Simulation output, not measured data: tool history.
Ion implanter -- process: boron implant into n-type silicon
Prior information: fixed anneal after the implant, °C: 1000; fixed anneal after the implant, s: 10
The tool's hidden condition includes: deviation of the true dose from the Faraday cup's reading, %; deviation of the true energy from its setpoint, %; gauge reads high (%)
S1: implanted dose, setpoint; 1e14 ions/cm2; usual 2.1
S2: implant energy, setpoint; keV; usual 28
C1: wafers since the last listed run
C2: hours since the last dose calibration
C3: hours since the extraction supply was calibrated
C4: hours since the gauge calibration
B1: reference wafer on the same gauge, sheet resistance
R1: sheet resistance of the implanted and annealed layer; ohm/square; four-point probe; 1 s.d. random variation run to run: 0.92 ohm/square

{"run": 1, "hour": 0.0, "S1": 2.55, "S2": 28, "C1": 0, "C2": 451.1, "C3": 3170.1, "C4": 113.2, "B1": 332.67, "R1": 345.65}
{"run": 2, "hour": 39.7, "S1": 2.55, "S2": 28, "C1": 1062, "C2": 490.8, "C3": 3209.8, "C4": 152.9, "B1": 332.81, "R1": 344.27}
{"run": 3, "hour": 89.9, "S1": 2.55, "S2": 28, "C1": 1343, "C2": 541, "C3": 3260, "C4": 203.1, "B1": 333.26, "R1": 346.16}
{"run": 4, "hour": 119.8, "S1": 2.1, "S2": 28, "C1": 800, "C2": 570.9, "C3": 3289.9, "C4": 233, "B1": 333.46, "R1": 400.7}
{"run": 5, "hour": 173.4, "S1": 2.1, "S2": 28, "C1": 1434, "C2": 624.5, "C3": 3343.5, "C4": 286.6, "B1": 333.92, "R1": 401.15}
{"run": 6, "hour": 207.2, "S1": 1.81, "S2": 28, "C1": 904, "C2": 658.3, "C3": 3377.3, "C4": 320.4, "B1": 334.21, "R1": 449.38}
{"run": 7, "hour": 253.5, "S1": 1.81, "S2": 28, "C1": 1238, "C2": 704.6, "C3": 3423.6, "C4": 366.7, "B1": 334.55, "R1": 450.43}
{"run": 8, "hour": 319.4, "S1": 1.81, "S2": 28, "C1": 1763, "C2": 770.5, "C3": 3489.5, "C4": 432.6, "B1": 335.78, "R1": 451.75}
{"run": 9, "hour": 388.6, "S1": 2.1, "S2": 28, "C1": 1851, "C2": 839.7, "C3": 3558.7, "C4": 501.8, "B1": 336.72, "R1": 403.11}
{"run": 10, "hour": 458.6, "S1": 2.1, "S2": 28, "C1": 1873, "C2": 909.7, "C3": 3628.7, "C4": 571.8, "B1": 337.96, "R1": 405.04}
{"run": 11, "hour": 505.6, "S1": 1.73, "S2": 21.5, "C1": 1257, "C2": 956.7, "C3": 3675.7, "C4": 618.8, "B1": 338.89, "R1": 488.82}
{"hour": 551.5, "done": "extraction supply calibrated"}
{"hour": 583.0, "done": "gauge calibrated"}
{"run": 12, "hour": 697.2, "S1": 1.7, "S2": 36, "C1": 4913, "C2": 1148.3, "C3": 145.7, "C4": 114.2, "B1": 331.51, "R1": 449.02}
{"run": 13, "hour": 723.2, "S1": 2.28, "S2": 22.5, "C1": 695, "C2": 1174.3, "C3": 171.7, "C4": 140.2, "B1": 331.65, "R1": 383.2}
{"hour": 743.9, "done": "Faraday cup replaced and dose calibrated"}
{"run": 14, "hour": 768.3, "S1": 2.47, "S2": 23, "C1": 992, "C2": 24.4, "C3": 216.8, "C4": 185.3, "B1": 331.83, "R1": 360.91}
{"run": 15, "hour": 820.1, "S1": 1.93, "S2": 21.5, "C1": 1386, "C2": 76.2, "C3": 268.6, "C4": 237.1, "B1": 332.37, "R1": 440.37}
{"run": 16, "hour": 885.2, "S1": 2.1, "S2": 22.5, "C1": 1742, "C2": 141.3, "C3": 333.7, "C4": 302.2, "B1": 332.7, "R1": 410.34}
{"run": 17, "hour": 911.9, "S1": 2.1, "S2": 28, "C1": 714, "C2": 168, "C3": 360.4, "C4": 328.9, "B1": 332.87, "R1": 399.5}
{"run": 18, "hour": 975.4, "S1": 1.78, "S2": 37, "C1": 1699, "C2": 231.5, "C3": 423.9, "C4": 392.4, "B1": 333.92, "R1": 436.74}
{"run": 19, "hour": 1037.2, "S1": 2.1, "S2": 28, "C1": 1653, "C2": 293.3, "C3": 485.7, "C4": 454.2, "B1": 334.73, "R1": 402.81}
{"run": 20, "hour": 1103.5, "S1": 2.36, "S2": 21.5, "C1": 1774, "C2": 359.6, "C3": 552, "C4": 520.5, "B1": 335.97, "R1": 380.24}

Consider 3 possible next runs. They are alternatives, not a sequence: every one starts from the tool as it was left by run 20. What does each give?
{"run": "A", "hour": 1103.9, "S1": 2.1, "S2": 28, "C1": 10, "C2": 360, "C3": 552.4, "C4": 520.9, "B1": "?", "R1": "?"}
{"run": "B", "hour": 1103.9, "S1": 2.48, "S2": 35, "C1": 10, "C2": 360, "C3": 552.4, "C4": 520.9, "B1": "?", "R1": "?"}
{"run": "C", "hour": 1103.9, "S1": 1.49, "S2": 28, "C1": 10, "C2": 360, "C3": 552.4, "C4": 520.9, "B1": "?", "R1": "?"}

run=A B1=335.9 R1=402.42
run=B B1=335.9 R1=345.8
run=C B1=335.9 R1=520.34
Without the tool's hidden state the same runs would have given:
run=A R1=397.9
run=B R1=341.91
run=C R1=514.49
